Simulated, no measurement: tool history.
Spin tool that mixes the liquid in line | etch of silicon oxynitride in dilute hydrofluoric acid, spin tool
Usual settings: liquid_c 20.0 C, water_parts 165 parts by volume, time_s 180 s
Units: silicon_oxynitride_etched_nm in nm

run	hour	liquid_c	water_parts	time_s	read-back film thickness of the silicon oxynitride reference wafer, read on the same gauge (nm)	silicon_oxynitride_etched_nm
1	0.0	20.0	165	180	149.980	1.393
2	99.9	20.0	165	180	150.015	1.400
3	156.2	20.0	165	180	149.991	1.331
4	224.1	20.0	165	180	150.016	1.340
5	260.3	18.5	165	180	149.944	1.263
# hour 265.2: thermometer replaced
6	311.6	20.0	165	180	150.007	1.323
7	350.5	20.0	165	180	149.980	1.339
8	430.2	20.0	165	180	149.982	1.286
9	482.8	20.0	225	180	149.980	0.929
10	569.7	20.0	225	180	149.983	0.947
11	666.7	20.0	165	110	150.005	0.807
12	754.0	23.5	110	280	149.975	3.575
# hour 797.5: gauge calibrated
13	856.3	22.0	110	225	149.996	2.738
# hour 885.6: hydrofluoric acid flow meter replaced
14	934.8	20.0	165	180	149.979	1.446
15	996.5	17.0	165	180	149.983	1.322
16	1052.6	22.0	165	210	149.993	1.874
17	1118.0	17.0	235	90	150.000	0.428
# hour 1142.3: thermometer replaced
18	1201.8	20.0	165	180	150.010	1.419
19	1304.9	22.5	240	180	150.000	1.082
20	1366.3	24.5	165	90	150.024	0.907
21	1473.5	22.0	205	270	150.037	1.801

What the log doesn't show, run by run:
liquid colder than its thermometer reads (K): 0 in every run
gauge reads high (%): 0 in every run
H1: hydrofluoric acid flow below the setpoint (%)
run	H1
1	8.94
2	9.45
3	9.73
4	10.1
5	10.3
6	10.5
7	10.7
8	11.1
9	11.4
10	11.8
11	12.3
12	12.8
13	13.3
14	1.3
15	1.61
16	1.9
17	2.23
18	2.65
19	3.18
20	3.49
21	4.04

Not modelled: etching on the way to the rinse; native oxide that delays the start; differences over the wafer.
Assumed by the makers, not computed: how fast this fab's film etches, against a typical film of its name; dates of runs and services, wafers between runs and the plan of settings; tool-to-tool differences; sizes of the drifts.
